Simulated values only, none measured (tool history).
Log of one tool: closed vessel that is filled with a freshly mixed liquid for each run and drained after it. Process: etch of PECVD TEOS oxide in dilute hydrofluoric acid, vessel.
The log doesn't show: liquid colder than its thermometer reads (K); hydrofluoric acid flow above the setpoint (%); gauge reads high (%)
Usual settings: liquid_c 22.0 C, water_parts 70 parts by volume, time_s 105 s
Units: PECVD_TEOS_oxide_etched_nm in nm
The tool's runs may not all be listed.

run	hour	liquid_c	water_parts	time_s	wafers since the last listed run	hours since the thermometer was replaced	hours since the hydrofluoric acid flow meter was replaced	hours since the gauge calibration	read-back film thickness of the PECVD TEOS oxide reference wafer, read on the same gauge (nm)	PECVD_TEOS_oxide_etched_nm
1	0.0	24.0	70	105	0	2327.4	1030.1	179.6	40.01	29.13
2	52.4	22.0	70	105	4580	2379.8	1082.5	232.0	40.00	27.11
3	69.9	22.0	70	105	1529	2397.3	1100.0	249.5	40.00	27.44
4	79.3	22.0	70	105	821	2406.7	1109.4	258.9	40.00	27.21
5	90.4	22.0	70	105	970	2417.8	1120.5	270.0	40.03	27.08
6	99.8	22.0	70	105	821	2427.2	1129.9	279.4	40.01	27.57
7	111.0	22.0	70	105	979	2438.4	1141.1	290.6	39.99	27.16
8	127.1	18.5	70	105	1407	2454.5	1157.2	306.7	40.03	23.73
9	133.9	18.5	70	105	594	2461.3	1164.0	313.5	40.01	23.53
10	144.3	18.5	70	105	909	2471.7	1174.4	323.9	40.01	23.63
11	154.0	22.0	70	65	847	2481.4	1184.1	333.6	40.01	16.95
# hour 162.1: gauge calibrated
# hour 167.7: thermometer replaced
12	169.6	22.0	70	105	1276	1.9	1199.7	7.5	40.01	27.49
13	185.3	17.0	70	105	1372	17.6	1215.4	23.2	39.98	22.04
14	199.8	22.0	70	105	1267	32.1	1229.9	37.7	40.02	27.53
15	207.3	25.5	105	90	655	39.6	1237.4	45.2	40.00	17.43
# hour 220.4: hydrofluoric acid flow meter replaced
16	224.9	22.0	70	105	1451	57.2	4.5	62.8	40.01	24.51
17	236.7	26.5	60	145	1031	69.0	16.3	74.6	39.99	47.84
18	249.7	19.0	35	90	1136	82.0	29.3	87.6	40.01	38.58
19	260.1	26.0	60	135	909	92.4	39.7	98.0	39.95	43.49
20	272.2	18.5	45	105	1057	104.5	51.8	110.1	39.98	33.90

Run 21 comes next. What will it give?
21	286.2	25.0	70	105	1223	118.5	65.8	124.1	?	?

Run 21 gave read-back film thickness of the PECVD TEOS oxide reference wafer, read on the same gauge (nm) 39.99, PECVD_TEOS_oxide_etched_nm 27.88 nm.
Without the tool's hidden state the same run would have given PECVD_TEOS_oxide_etched_nm 27.39 nm.
